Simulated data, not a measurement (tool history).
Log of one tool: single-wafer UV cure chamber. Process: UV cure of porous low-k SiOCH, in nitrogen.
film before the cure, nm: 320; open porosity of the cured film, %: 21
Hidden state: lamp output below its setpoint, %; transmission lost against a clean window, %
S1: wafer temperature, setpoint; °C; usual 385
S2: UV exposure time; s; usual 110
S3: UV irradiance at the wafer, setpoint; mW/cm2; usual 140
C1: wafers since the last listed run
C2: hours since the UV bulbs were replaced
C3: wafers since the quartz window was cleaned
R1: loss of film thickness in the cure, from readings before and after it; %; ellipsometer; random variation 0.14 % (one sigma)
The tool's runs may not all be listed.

run,hour,S1,S2,S3,C1,C2,C3,R1
1,0,385,110,140,0,2363.8,1231,8.647
2,15.8,385,110,140,143,2379.6,1374,8.858
3,38.2,385,145,140,203,2402,1578,9.603
4,54.5,396,110,140,148,2418.3,1726,8.91
5,78.4,385,110,140,217,2442.2,1943,8.988
6,96.5,385,110,140,164,2460.3,2107,8.897
7,122.7,385,110,140,238,2486.5,2345,8.7
8,135.5,385,110,140,116,2499.3,2462,8.807
9,163.4,385,110,140,253,2527.2,2715,8.621
10,177.4,378,110,140,127,2541.2,2842,8.466
11,212.2,378,110,140,316,2576,3159,8.362

Run 12 comes next. What will it give?
12,225.5,385,110,140,120,2589.3,3279,?

{"run 12": {"R1": 8.656}}
Without the tool's hidden state the same run would have given R1 9.156 %.
